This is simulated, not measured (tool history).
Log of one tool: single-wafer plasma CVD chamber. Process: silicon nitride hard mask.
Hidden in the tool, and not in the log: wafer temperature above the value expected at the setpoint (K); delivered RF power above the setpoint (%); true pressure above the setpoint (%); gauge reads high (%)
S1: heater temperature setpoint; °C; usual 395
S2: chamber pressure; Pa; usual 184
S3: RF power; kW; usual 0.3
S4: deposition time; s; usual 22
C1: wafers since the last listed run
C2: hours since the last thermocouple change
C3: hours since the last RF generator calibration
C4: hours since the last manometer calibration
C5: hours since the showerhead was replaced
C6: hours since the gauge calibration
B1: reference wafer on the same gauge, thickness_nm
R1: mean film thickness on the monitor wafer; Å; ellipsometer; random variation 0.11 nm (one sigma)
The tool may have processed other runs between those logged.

run	hour	S1	S2	S3	S4	C1	C2	C3	C4	C5	C6	B1	R1
1	0	395	184	0.3	20	0	1483.3	1245	1966.9	2829.3	29.9	24.945	243.01
2	53.2	395	184	0.255	22	1217	1536.5	1298.2	2020.1	2882.5	83.1	24.922	230.77
3	95.2	395	184	0.255	22	961	1578.5	1340.2	2062.1	2924.5	125.1	24.892	230.58
4	129.6	395	184	0.255	22	787	1612.9	1374.6	2096.5	2958.9	159.5	24.847	231.11
5	159.4	395	184	0.3	20.7	681	1642.7	1404.4	2126.3	2988.7	189.3	24.829	250.71
6	192.4	395	184	0.3	20.7	755	1675.7	1437.4	2159.3	3021.7	222.3	24.774	250.1
# hour 214.4: showerhead replaced
# hour 225.2: thermocouple changed; heater temperature recalibrated
7	230.7	395	184	0.285	22	510	5.5	1475.7	2197.6	16.3	260.6	24.743	253.27
8	267.9	384	229	0.3	22	851	42.7	1512.9	2234.8	53.5	297.8	24.669	279.33
9	335.8	385	184	0.28	25.9	1553	110.6	1580.8	2302.7	121.4	365.7	24.566	291.34
# hour 348.9: capacitance manometer re-zeroed and calibrated
# hour 354.8: gauge calibrated
10	387.8	409	184	0.32	22	1006	162.6	1632.8	38.9	173.4	33	24.875	279.42
11	442.8	403	184	0.3	19.9	1258	217.6	1687.8	93.9	228.4	88	24.885	239.46
# hour 461.3: RF generator calibrated
12	495.6	395	184	0.3	22	1025	270.4	34.3	146.7	281.2	140.8	24.842	264.62
13	550.6	402	184	0.36	22	1258	325.4	89.3	201.7	336.2	195.8	24.78	305.09
14	620.8	408	209	0.34	24.7	1606	395.6	159.5	271.9	406.4	266	24.715	335.95

Hidden condition of the tool, last listed run before each entry between runs versus first listed run after:
Logged between run 6 and run 7: showerhead replaced (hour 214.4); thermocouple changed; heater temperature recalibrated (hour 225.2)
  gauge reads high (%): -0.439 -> -0.652
  the result without the hidden state subtracted from the measured one, R1: -1.1 -> -1.66 Å
Logged between run 9 and run 10: capacitance manometer re-zeroed and calibrated (hour 348.9); gauge calibrated (hour 354.8)
  gauge reads high (%): -1.41 -> -0.0592
  the result without the hidden state subtracted from the measured one, R1: -4.16 -> -0.17 Å
Logged between run 11 and run 12: RF generator calibrated (hour 461.3)
  gauge reads high (%): -0.136 -> -0.274
  the result without the hidden state subtracted from the measured one, R1: -0.32 -> -0.73 Å
